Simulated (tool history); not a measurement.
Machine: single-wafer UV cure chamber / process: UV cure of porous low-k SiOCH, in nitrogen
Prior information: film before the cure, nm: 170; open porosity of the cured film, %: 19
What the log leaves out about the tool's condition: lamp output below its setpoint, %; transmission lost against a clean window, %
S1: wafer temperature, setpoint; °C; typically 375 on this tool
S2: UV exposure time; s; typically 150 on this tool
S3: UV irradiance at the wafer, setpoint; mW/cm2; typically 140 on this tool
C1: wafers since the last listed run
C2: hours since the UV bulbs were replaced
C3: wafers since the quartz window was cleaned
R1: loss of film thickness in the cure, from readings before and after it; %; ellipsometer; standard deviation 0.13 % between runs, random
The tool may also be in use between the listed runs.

{"run": 1, "day": 0.0, "S1": 380, "S2": 150, "S3": 140, "C1": 0, "C2": 1035.2, "C3": 1143, "R1": 10.692}
{"run": 2, "day": 0.283, "S1": 375, "S2": 130, "S3": 140, "C1": 44, "C2": 1042, "C3": 1188, "R1": 9.874}
{"run": 3, "day": 1.025, "S1": 375, "S2": 130, "S3": 140, "C1": 117, "C2": 1059.8, "C3": 1305, "R1": 9.911}
{"run": 4, "day": 1.45, "S1": 375, "S2": 150, "S3": 140, "C1": 67, "C2": 1070, "C3": 1372, "R1": 10.681}
{"run": 5, "day": 1.912, "S1": 375, "S2": 150, "S3": 140, "C1": 73, "C2": 1081.1, "C3": 1445, "R1": 10.448}
{"day": 2.596, "done": "UV bulbs replaced"}
{"run": 6, "day": 2.617, "S1": 375, "S2": 150, "S3": 140, "C1": 58, "C2": 0.5, "C3": 1504, "R1": 10.442}
{"run": 7, "day": 2.812, "S1": 375, "S2": 150, "S3": 140, "C1": 30, "C2": 5.2, "C3": 1535, "R1": 10.296}
{"run": 8, "day": 3.154, "S1": 375, "S2": 150, "S3": 140, "C1": 54, "C2": 13.4, "C3": 1589, "R1": 10.337}
{"run": 9, "day": 3.475, "S1": 375, "S2": 150, "S3": 140, "C1": 50, "C2": 21.1, "C3": 1640, "R1": 10.188}
{"day": 3.912, "done": "quartz window cleaned"}
{"run": 10, "day": 4.188, "S1": 375, "S2": 150, "S3": 140, "C1": 59, "C2": 38.2, "C3": 43, "R1": 11.097}
{"run": 11, "day": 4.692, "S1": 375, "S2": 65, "S3": 140, "C1": 79, "C2": 50.3, "C3": 123, "R1": 7.582}
{"run": 12, "day": 5.425, "S1": 375, "S2": 150, "S3": 140, "C1": 116, "C2": 67.9, "C3": 239, "R1": 11.132}
{"run": 13, "day": 6.029, "S1": 364, "S2": 75, "S3": 158, "C1": 95, "C2": 82.4, "C3": 335, "R1": 8.421}
{"run": 14, "day": 6.612, "S1": 355, "S2": 150, "S3": 162, "C1": 92, "C2": 96.4, "C3": 427, "R1": 11.306}
{"run": 15, "day": 7.188, "S1": 375, "S2": 185, "S3": 140, "C1": 90, "C2": 110.2, "C3": 518, "R1": 12.049}
{"run": 16, "day": 7.542, "S1": 356, "S2": 150, "S3": 175, "C1": 56, "C2": 118.7, "C3": 574, "R1": 11.426}
{"run": 17, "day": 8.008, "S1": 375, "S2": 150, "S3": 168, "C1": 73, "C2": 129.9, "C3": 648, "R1": 11.654}
{"run": 18, "day": 8.262, "S1": 375, "S2": 150, "S3": 140, "C1": 40, "C2": 136, "C3": 688, "R1": 10.992}

5 ways to go on from here, each from the tool as it stands after run 18. What would each give?
{"run": "A", "day": 8.283, "S1": 375, "S2": 150, "S3": 140, "C1": 3, "C2": 136.5, "C3": 691, "R1": "?"}
{"run": "B", "day": 8.283, "S1": 359, "S2": 190, "S3": 107, "C1": 3, "C2": 136.5, "C3": 691, "R1": "?"}
{"run": "C", "day": 8.283, "S1": 388, "S2": 150, "S3": 140, "C1": 3, "C2": 136.5, "C3": 691, "R1": "?"}
{"run": "D", "day": 8.283, "S1": 394, "S2": 125, "S3": 105, "C1": 3, "C2": 136.5, "C3": 691, "R1": "?"}
{"run": "E", "day": 8.283, "S1": 362, "S2": 95, "S3": 124, "C1": 3, "C2": 136.5, "C3": 691, "R1": "?"}

run=A R1=10.915
run=B R1=10.471
run=C R1=11.151
run=D R1=9.205
run=E R1=8.203
With the hidden condition removed and each run's random variation left untouched, the same runs would have given:
run=A R1=11.373
run=B R1=10.923
run=C R1=11.612
run=D R1=9.642
run=E R1=8.628
